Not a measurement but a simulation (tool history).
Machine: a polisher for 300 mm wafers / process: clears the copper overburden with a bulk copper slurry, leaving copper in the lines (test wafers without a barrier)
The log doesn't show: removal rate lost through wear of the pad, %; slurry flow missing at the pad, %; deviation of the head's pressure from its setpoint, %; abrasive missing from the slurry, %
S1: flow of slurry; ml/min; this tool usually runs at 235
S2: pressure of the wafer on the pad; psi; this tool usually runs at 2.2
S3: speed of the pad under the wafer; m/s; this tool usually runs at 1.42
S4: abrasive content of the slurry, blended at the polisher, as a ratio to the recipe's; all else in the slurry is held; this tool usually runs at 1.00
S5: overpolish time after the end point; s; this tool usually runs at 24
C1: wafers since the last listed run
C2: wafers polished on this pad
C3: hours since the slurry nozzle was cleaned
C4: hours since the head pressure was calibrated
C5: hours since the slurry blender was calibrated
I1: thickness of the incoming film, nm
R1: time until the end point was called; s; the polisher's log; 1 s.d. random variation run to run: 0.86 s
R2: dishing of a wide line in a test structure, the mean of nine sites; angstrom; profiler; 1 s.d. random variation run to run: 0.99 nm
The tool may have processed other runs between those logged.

Run 1, hour 0.0: usual settings but S2 2.8 psi; C1 0; C2 3305; C3 92.9; C4 53.4; C5 376.5; I1 793.1. Result: R1 76.6 s, R2 1119 angstrom.
Run 2, hour 49.8: usual settings but S2 2.8 psi; C1 532; C2 3838; C3 142.7; C4 103.2; C5 426.3; I1 780.8. Result: R1 75.8 s, R2 1131 angstrom.
At hour 61.9: slurry blender recalibrated.
Run 3, hour 92.1: usual settings but S2 2.8 psi; C1 430; C2 4268; C3 185.0; C4 145.5; C5 30.2; I1 799.3. Result: R1 78.6 s, R2 1110 angstrom.
Run 4, hour 116.8: usual settings; C1 263; C2 4532; C3 209.7; C4 170.2; C5 54.9; I1 803.9. Result: R1 98.7 s, R2 939 angstrom.
At hour 122.7: worn pad replaced by a new one.
Run 5, hour 156.0: usual settings; C1 376; C2 355; C3 248.9; C4 209.4; C5 94.1; I1 791.2. Result: R1 104.9 s, R2 887 angstrom.
Run 6, hour 249.8: usual settings but S1 285 ml/min; C1 1002; C2 1358; C3 342.7; C4 303.2; C5 187.9; I1 793.4. Result: R1 106.0 s, R2 912 angstrom.
At hour 272.8: slurry nozzle cleaned.
Run 7, hour 289.9: usual settings; C1 417; C2 1776; C3 17.1; C4 343.3; C5 228.0; I1 798.5. Result: R1 106.6 s, R2 887 angstrom.
Run 8, hour 338.1: usual settings but S5 31 s; C1 515; C2 2291; C3 65.3; C4 391.5; C5 276.2; I1 777.1. Result: R1 106.0 s, R2 1036 angstrom.
Run 9, hour 375.6: usual settings but S1 180 ml/min, S2 1.6 psi, S4 0.85; C1 400; C2 2692; C3 102.8; C4 429.0; C5 313.7; I1 795.3. Result: R1 153.3 s, R2 671 angstrom.
Run 10, hour 408.4: usual settings but S5 36 s; C1 350; C2 3042; C3 135.6; C4 461.8; C5 346.5; I1 776.0. Result: R1 106.3 s, R2 1091 angstrom.
At hour 416.6: slurry blender recalibrated.
Run 11, hour 439.2: usual settings but S2 1.8 psi, S5 19 s; C1 307; C2 3350; C3 166.4; C4 492.6; C5 22.6; I1 794.1. Result: R1 132.1 s, R2 649 angstrom.
Run 12, hour 464.2: usual settings; C1 267; C2 3617; C3 191.4; C4 517.6; C5 47.6; I1 801.0. Result: R1 109.6 s, R2 879 angstrom.
Run 13, hour 522.7: usual settings; C1 625; C2 4242; C3 249.9; C4 576.1; C5 106.1; I1 796.7. Result: R1 109.1 s, R2 881 angstrom.
At hour 548.3: worn pad replaced by a new one, repeated, since the last time left the tool worse.
Run 14, hour 561.7: usual settings but S1 265 ml/min; C1 374; C2 143; C3 288.9; C4 615.1; C5 145.1; I1 803.2. Result: R1 94.9 s, R2 960 angstrom.
Run 15, hour 600.7: usual settings but S3 1.68 m/s, S4 1.10; C1 416; C2 559; C3 327.9; C4 654.1; C5 184.1; I1 789.9. Result: R1 78.3 s, R2 1073 angstrom.
At hour 627.6: head pressure recalibrated.
At hour 730.1: slurry nozzle cleaned.
Run 16, hour 743.0: usual settings; C1 1488; C2 2048; C3 12.9; C4 115.4; C5 326.4; I1 779.6. Result: R1 94.2 s, R2 925 angstrom.
Run 17, hour 767.9: usual settings but S1 215 ml/min, S2 1.6 psi, S4 0.90; C1 266; C2 2314; C3 37.8; C4 140.3; C5 351.3; I1 788.3. Result: R1 134.7 s, R2 723 angstrom.
Run 18, hour 799.6: usual settings but S2 2.7 psi; C1 338; C2 2653; C3 69.5; C4 172.0; C5 383.0; I1 790.5. Result: R1 77.9 s, R2 1095 angstrom.
Run 19, hour 836.5: usual settings; C1 394; C2 3048; C3 106.4; C4 208.9; C5 419.9; I1 776.2. Result: R1 94.0 s, R2 941 angstrom.
At hour 866.4: slurry blender recalibrated.
Run 20, hour 878.6: usual settings but S1 215 ml/min, S2 2.6 psi, S3 1.90 m/s, S4 0.75; C1 428; C2 3476; C3 148.5; C4 251.0; C5 12.2; I1 802.2. Result: R1 64.6 s, R2 1214 angstrom.
Run 21, hour 939.9: usual settings but S3 0.94 m/s, S5 38 s; C1 655; C2 4131; C3 209.8; C4 312.3; C5 73.5; I1 799.9. Result: R1 148.7 s, R2 975 angstrom.
At hour 987.6: worn pad replaced by a new one.
Run 22, hour 1001.9: usual settings but S3 1.74 m/s; C1 619; C2 153; C3 271.8; C4 374.3; C5 135.5; I1 786.2. Result: R1 76.4 s, R2 1063 angstrom.
Run 23, hour 1072.1: usual settings; C1 750; C2 903; C3 342.0; C4 444.5; C5 205.7; I1 799.4. Result: R1 95.2 s, R2 939 angstrom.
At hour 1086.8: slurry nozzle cleaned.
Run 24, hour 1114.0: usual settings but S3 0.96 m/s, S5 13 s; C1 437; C2 1340; C3 27.2; C4 486.4; C5 247.6; I1 802.1. Result: R1 144.2 s, R2 470 angstrom.
Run 25, hour 1166.7: usual settings but S3 0.96 m/s, S5 13 s; C1 563; C2 1903; C3 79.9; C4 539.1; C5 300.3; I1 797.6. Result: R1 139.9 s, R2 466 angstrom.
Run 26, hour 1224.6: usual settings; C1 618; C2 2522; C3 137.8; C4 597.0; C5 358.2; I1 783.4. Result: R1 96.1 s, R2 921 angstrom.
Run 27, hour 1285.3: usual settings but S5 34 s; C1 648; C2 3171; C3 198.5; C4 657.7; C5 418.9; I1 784.8. Result: R1 98.1 s, R2 1137 angstrom.
At hour 1303.6: slurry blender recalibrated.
Run 28, hour 1345.6: usual settings; C1 623; C2 3794; C3 258.8; C4 718.0; C5 42.0; I1 799.3. Result: R1 97.9 s, R2 943 angstrom.
At hour 1377.8: worn pad replaced by a new one.
Run 29, hour 1417.3: usual settings but S3 1.58 m/s; C1 723; C2 422; C3 330.5; C4 789.7; C5 113.7; I1 775.5. Result: R1 81.4 s, R2 1016 angstrom.

How would selected steps in R1 from run to run divide? Give the signed amount a tool lacking its hidden state would still show from settings, what came in and random variation, and the signed amount left for the hidden state, including any gauge scatter that is not in both of the compared results.
Run 8 -> 9: S1 235 -> 180, S2 2.2 -> 1.6, S4 1.00 -> 0.85, S5 31 -> 24. R1 +47.3 s: hidden state +7.4, all else +39.9.
Run 13 -> 14: S1 235 -> 265, worn pad replaced by a new one, repeated, since the last time left the tool worse. R1 -14.2 s: hidden state -16.3, all else +2.1.
Run 20 -> 21: S1 215 -> 235, S2 2.6 -> 2.2, S3 1.90 -> 0.94, S4 0.75 -> 1.00, S5 24 -> 38. R1 +84.1 s: hidden state +4.5, all else +79.6.
Run 21 -> 22: S3 0.94 -> 1.74, S5 38 -> 24, worn pad replaced by a new one. R1 -72.3 s: hidden state -7.0, all else -65.3.

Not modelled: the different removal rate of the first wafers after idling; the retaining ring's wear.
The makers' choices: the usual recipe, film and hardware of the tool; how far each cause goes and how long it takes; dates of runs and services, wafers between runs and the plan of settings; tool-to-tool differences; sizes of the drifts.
